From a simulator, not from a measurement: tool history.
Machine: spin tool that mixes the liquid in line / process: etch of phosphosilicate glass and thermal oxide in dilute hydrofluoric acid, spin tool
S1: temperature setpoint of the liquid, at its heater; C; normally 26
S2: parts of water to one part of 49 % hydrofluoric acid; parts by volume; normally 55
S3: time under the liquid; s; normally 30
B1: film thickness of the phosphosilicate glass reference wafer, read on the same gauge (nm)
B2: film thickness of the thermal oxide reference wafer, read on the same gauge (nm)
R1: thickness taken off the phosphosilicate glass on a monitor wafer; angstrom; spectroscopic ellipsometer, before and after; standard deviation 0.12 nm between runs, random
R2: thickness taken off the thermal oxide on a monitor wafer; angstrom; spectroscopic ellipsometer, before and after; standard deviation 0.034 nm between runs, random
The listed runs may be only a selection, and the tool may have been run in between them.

Run 1, hour 0: usual settings; B1 59.99; B2 50.005. Result: R1 427.2 angstrom, R2 34.98 angstrom.
At hour 1.5: gauge calibrated.
Run 2, hour 32.7: usual settings; B1 59.99; B2 49.996. Result: R1 428.9 angstrom, R2 35.66 angstrom.
Run 3, hour 55: usual settings; B1 60.02; B2 50.004. Result: R1 427.8 angstrom, R2 35.32 angstrom.
Run 4, hour 76.9: usual settings but S1 24 C; B1 60; B2 50.008. Result: R1 396.4 angstrom, R2 32.33 angstrom.
Run 5, hour 100.3: usual settings but S1 24 C; B1 59.98; B2 50.001. Result: R1 398.7 angstrom, R2 32.93 angstrom.
Run 6, hour 128.9: usual settings but S3 45 s; B1 60.01; B2 49.99. Result: R1 645.1 angstrom, R2 54.1 angstrom.
Run 7, hour 162.9: usual settings but S3 45 s; B1 60; B2 49.996. Result: R1 646.9 angstrom, R2 53.63 angstrom.
At hour 181.7: thermometer replaced.
Run 8, hour 184.3: usual settings but S3 20 s; B1 60.01; B2 50.018. Result: R1 291.1 angstrom, R2 23.91 angstrom.
Run 9, hour 239.9: usual settings but S3 20 s; B1 60; B2 50.004. Result: R1 291.4 angstrom, R2 23.95 angstrom.
Run 10, hour 254.9: usual settings; B1 60.01; B2 50.009. Result: R1 434.9 angstrom, R2 36.12 angstrom.
Run 11, hour 284.7: usual settings but S1 24 C, S2 30 parts by volume; B1 59.98; B2 49.987. Result: R1 759.4 angstrom, R2 63.79 angstrom.
At hour 311.3: hydrofluoric acid flow meter replaced.
Run 12, hour 311.7: usual settings but S1 22.5 C; B1 59.99; B2 49.992. Result: R1 338.1 angstrom, R2 28.48 angstrom.
At hour 328.2: gauge calibrated.
Run 13, hour 335.8: usual settings but S1 28.5 C, S2 70 parts by volume, S3 35 s; B1 60.01; B2 50.001. Result: R1 387.8 angstrom, R2 32.42 angstrom.
Run 14, hour 354.9: usual settings; B1 59.96; B2 50.018. Result: R1 390.5 angstrom, R2 32.88 angstrom.
Run 15, hour 379: usual settings but S1 29.5 C, S2 80 parts by volume, S3 40 s; B1 59.95; B2 50.004. Result: R1 399.8 angstrom, R2 33.01 angstrom.
Run 16, hour 406.5: usual settings but S2 80 parts by volume; B1 60; B2 50.017. Result: R1 260.2 angstrom, R2 21.73 angstrom.
Run 17, hour 441.1: usual settings but S1 31 C, S2 65 parts by volume, S3 20 s; B1 59.98; B2 50.006. Result: R1 266.6 angstrom, R2 22.15 angstrom.
Run 18, hour 465.3: usual settings but S1 28 C, S2 65 parts by volume, S3 45 s; B1 59.99; B2 50.011. Result: R1 533.5 angstrom, R2 44.43 angstrom.

Predict each of these 5 candidate next runs independently; none follows another, all start after run 18:
Run A, hour 465.7: usual settings but S2 25 parts by volume; B1 ?; B2 ?. Result: R1 ?, R2 ?.
Run B, hour 465.7: usual settings but S1 27.5 C, S3 45 s; B1 ?; B2 ?. Result: R1 ?, R2 ?.
Run C, hour 465.7: usual settings but S1 24.5 C; B1 ?; B2 ?. Result: R1 ?, R2 ?.
Run D, hour 465.7: usual settings but S1 22.5 C, S3 50 s; B1 ?; B2 ?. Result: R1 ?, R2 ?.
Run E, hour 465.7: usual settings but S1 23 C, S2 30 parts by volume; B1 ?; B2 ?. Result: R1 ?, R2 ?.

run  B1      B2     R1     R2
  A  60  50.022  907.4  75.28
  B  60  50.022  630.4  52.31
  C  60  50.022  372.3  30.89
  D  60  50.022  571.5  47.42
  E  60  50.022  662.6  54.98
Take away the tool's hidden state, keep each run's random variation, and the runs would have read:
run     R1     R2
  A  887.4  73.63
  B    616  51.11
  C  363.9  30.19
  D  558.5  46.34
  E    648  53.76
